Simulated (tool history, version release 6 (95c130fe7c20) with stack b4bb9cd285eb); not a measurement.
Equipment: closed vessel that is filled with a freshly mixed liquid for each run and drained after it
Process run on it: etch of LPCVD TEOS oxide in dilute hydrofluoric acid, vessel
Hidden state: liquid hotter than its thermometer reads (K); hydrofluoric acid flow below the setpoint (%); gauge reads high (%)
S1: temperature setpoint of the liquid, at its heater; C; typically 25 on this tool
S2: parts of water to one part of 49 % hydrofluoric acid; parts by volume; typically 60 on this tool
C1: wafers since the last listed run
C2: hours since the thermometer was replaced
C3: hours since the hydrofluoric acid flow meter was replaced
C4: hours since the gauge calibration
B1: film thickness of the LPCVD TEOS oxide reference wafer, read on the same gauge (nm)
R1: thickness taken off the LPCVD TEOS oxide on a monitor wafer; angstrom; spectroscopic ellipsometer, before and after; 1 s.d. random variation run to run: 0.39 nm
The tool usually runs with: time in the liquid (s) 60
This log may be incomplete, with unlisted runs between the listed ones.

{"run": 1, "hour": 0.0, "S1": 25, "S2": 60, "time in the liquid (s)": 45, "C1": 0, "C2": 2035.3, "C3": 1811.8, "C4": 323.1, "B1": 150.06, "R1": 503.8}
{"run": 2, "hour": 24.4, "S1": 25, "S2": 60, "time in the liquid (s)": 45, "C1": 2458, "C2": 2059.7, "C3": 1836.2, "C4": 347.5, "B1": 150.02, "R1": 507.9}
{"run": 3, "hour": 45.0, "S1": 25, "S2": 60, "time in the liquid (s)": 45, "C1": 2076, "C2": 2080.3, "C3": 1856.8, "C4": 368.1, "B1": 150.02, "R1": 513.4}
{"run": 4, "hour": 76.0, "S1": 25, "S2": 55, "time in the liquid (s)": 60, "C1": 3124, "C2": 2111.3, "C3": 1887.8, "C4": 399.1, "B1": 150.01, "R1": 739.9}
{"run": 5, "hour": 111.8, "S1": 25, "S2": 55, "time in the liquid (s)": 60, "C1": 3607, "C2": 2147.1, "C3": 1923.6, "C4": 434.9, "B1": 149.98, "R1": 747.7}
{"run": 6, "hour": 128.6, "S1": 25, "S2": 55, "time in the liquid (s)": 60, "C1": 1693, "C2": 2163.9, "C3": 1940.4, "C4": 451.7, "B1": 150.01, "R1": 746.2}
{"run": 7, "hour": 162.1, "S1": 25, "S2": 60, "time in the liquid (s)": 50, "C1": 3376, "C2": 2197.4, "C3": 1973.9, "C4": 485.2, "B1": 149.97, "R1": 566.4}
{"run": 8, "hour": 181.1, "S1": 25, "S2": 60, "time in the liquid (s)": 60, "C1": 1914, "C2": 2216.4, "C3": 1992.9, "C4": 504.2, "B1": 149.98, "R1": 678.2}
{"run": 9, "hour": 201.2, "S1": 25, "S2": 60, "time in the liquid (s)": 40, "C1": 2025, "C2": 2236.5, "C3": 2013, "C4": 524.3, "B1": 150.04, "R1": 452.7}
{"run": 10, "hour": 228.4, "S1": 25, "S2": 60, "time in the liquid (s)": 40, "C1": 2741, "C2": 2263.7, "C3": 2040.2, "C4": 551.5, "B1": 150.07, "R1": 451.2}
{"run": 11, "hour": 256.6, "S1": 25, "S2": 60, "time in the liquid (s)": 40, "C1": 2841, "C2": 2291.9, "C3": 2068.4, "C4": 579.7, "B1": 149.98, "R1": 455.5}
{"hour": 276.4, "done": "gauge calibrated"}
{"run": 12, "hour": 278.2, "S1": 25, "S2": 60, "time in the liquid (s)": 35, "C1": 2176, "C2": 2313.5, "C3": 2090, "C4": 1.8, "B1": 150.04, "R1": 400}
{"run": 13, "hour": 304.5, "S1": 25, "S2": 60, "time in the liquid (s)": 35, "C1": 2650, "C2": 2339.8, "C3": 2116.3, "C4": 28.1, "B1": 150.03, "R1": 399.9}
{"run": 14, "hour": 327.4, "S1": 25, "S2": 60, "time in the liquid (s)": 60, "C1": 2307, "C2": 2362.7, "C3": 2139.2, "C4": 51, "B1": 149.99, "R1": 680.4}
{"run": 15, "hour": 345.2, "S1": 25, "S2": 60, "time in the liquid (s)": 60, "C1": 1793, "C2": 2380.5, "C3": 2157, "C4": 68.8, "B1": 149.94, "R1": 675.8}
{"run": 16, "hour": 366.4, "S1": 25, "S2": 60, "time in the liquid (s)": 60, "C1": 2136, "C2": 2401.7, "C3": 2178.2, "C4": 90, "B1": 149.97, "R1": 684}
{"hour": 372.2, "done": "hydrofluoric acid flow meter replaced"}
{"run": 17, "hour": 379.9, "S1": 28, "S2": 90, "time in the liquid (s)": 85, "C1": 1259, "C2": 2415.2, "C3": 7.7, "C4": 103.5, "B1": 150.01, "R1": 691.3}
{"run": 18, "hour": 400.7, "S1": 25, "S2": 60, "time in the liquid (s)": 35, "C1": 2096, "C2": 2436, "C3": 28.5, "C4": 124.3, "B1": 150.03, "R1": 399.5}
{"hour": 416.7, "done": "thermometer replaced"}
{"run": 19, "hour": 427.2, "S1": 25, "S2": 75, "time in the liquid (s)": 60, "C1": 2569, "C2": 10.5, "C3": 55, "C4": 150.8, "B1": 150.02, "R1": 534.5}
{"run": 20, "hour": 462.8, "S1": 21.5, "S2": 60, "time in the liquid (s)": 60, "C1": 3587, "C2": 46.1, "C3": 90.6, "C4": 186.4, "B1": 150.01, "R1": 589.7}
{"run": 21, "hour": 487.2, "S1": 22.5, "S2": 60, "time in the liquid (s)": 60, "C1": 2458, "C2": 70.5, "C3": 115, "C4": 210.8, "B1": 149.97, "R1": 616.3}
{"run": 22, "hour": 517.7, "S1": 25, "S2": 60, "time in the liquid (s)": 60, "C1": 3073, "C2": 101, "C3": 145.5, "C4": 241.3, "B1": 150.02, "R1": 677.1}
{"run": 23, "hour": 539.4, "S1": 22.5, "S2": 60, "time in the liquid (s)": 95, "C1": 2186, "C2": 122.7, "C3": 167.2, "C4": 263, "B1": 149.96, "R1": 969.2}
{"run": 24, "hour": 562.5, "S1": 27.5, "S2": 70, "time in the liquid (s)": 90, "C1": 2327, "C2": 145.8, "C3": 190.3, "C4": 286.1, "B1": 150.01, "R1": 954.8}
{"run": 25, "hour": 591.1, "S1": 25, "S2": 60, "time in the liquid (s)": 75, "C1": 2882, "C2": 174.4, "C3": 218.9, "C4": 314.7, "B1": 150.03, "R1": 857.4}
{"run": 26, "hour": 606.0, "S1": 21.5, "S2": 75, "time in the liquid (s)": 60, "C1": 1501, "C2": 189.3, "C3": 233.8, "C4": 329.6, "B1": 150.01, "R1": 463.5}
{"run": 27, "hour": 631.6, "S1": 25, "S2": 60, "time in the liquid (s)": 60, "C1": 2579, "C2": 214.9, "C3": 259.4, "C4": 355.2, "B1": 149.95, "R1": 675}
{"run": 28, "hour": 664.4, "S1": 27, "S2": 60, "time in the liquid (s)": 60, "C1": 3305, "C2": 247.7, "C3": 292.2, "C4": 388, "B1": 150.01, "R1": 737.3}
{"run": 29, "hour": 699.4, "S1": 21, "S2": 50, "time in the liquid (s)": 35, "C1": 3527, "C2": 282.7, "C3": 327.2, "C4": 423, "B1": 150.04, "R1": 408.8}
{"run": 30, "hour": 724.5, "S1": 30, "S2": 60, "time in the liquid (s)": 60, "C1": 2529, "C2": 307.8, "C3": 352.3, "C4": 448.1, "B1": 150.02, "R1": 830.3}
{"run": 31, "hour": 753.7, "S1": 25, "S2": 60, "time in the liquid (s)": 60, "C1": 2942, "C2": 337, "C3": 381.5, "C4": 477.3, "B1": 150.01, "R1": 681}
{"run": 32, "hour": 770.5, "S1": 25, "S2": 60, "time in the liquid (s)": 75, "C1": 1693, "C2": 353.8, "C3": 398.3, "C4": 494.1, "B1": 149.99, "R1": 852.7}
{"run": 33, "hour": 787.5, "S1": 30, "S2": 60, "time in the liquid (s)": 80, "C1": 1713, "C2": 370.8, "C3": 415.3, "C4": 511.1, "B1": 149.98, "R1": 1099.5}

Each row is a separate what-if for the run after 33, all from the same tool condition, not one after another. Results?
{"run": "A", "hour": 788.2, "S1": 25, "S2": 60, "time in the liquid (s)": 60, "C1": 70, "C2": 371.5, "C3": 416, "C4": 511.8, "B1": "?", "R1": "?"}
{"run": "B", "hour": 788.2, "S1": 21.5, "S2": 40, "time in the liquid (s)": 70, "C1": 70, "C2": 371.5, "C3": 416, "C4": 511.8, "B1": "?", "R1": "?"}
{"run": "C", "hour": 788.2, "S1": 27.5, "S2": 60, "time in the liquid (s)": 60, "C1": 70, "C2": 371.5, "C3": 416, "C4": 511.8, "B1": "?", "R1": "?"}
{"run": "D", "hour": 788.2, "S1": 25, "S2": 80, "time in the liquid (s)": 70, "C1": 70, "C2": 371.5, "C3": 416, "C4": 511.8, "B1": "?", "R1": "?"}

run=A B1=150 R1=674.2
run=B B1=150 R1=1047.6
run=C B1=150 R1=745.2
run=D B1=150 R1=574.5
Without the tool's hidden state the same runs would have given:
run=A R1=674.2
run=B R1=1047.6
run=C R1=745.2
run=D R1=574.5
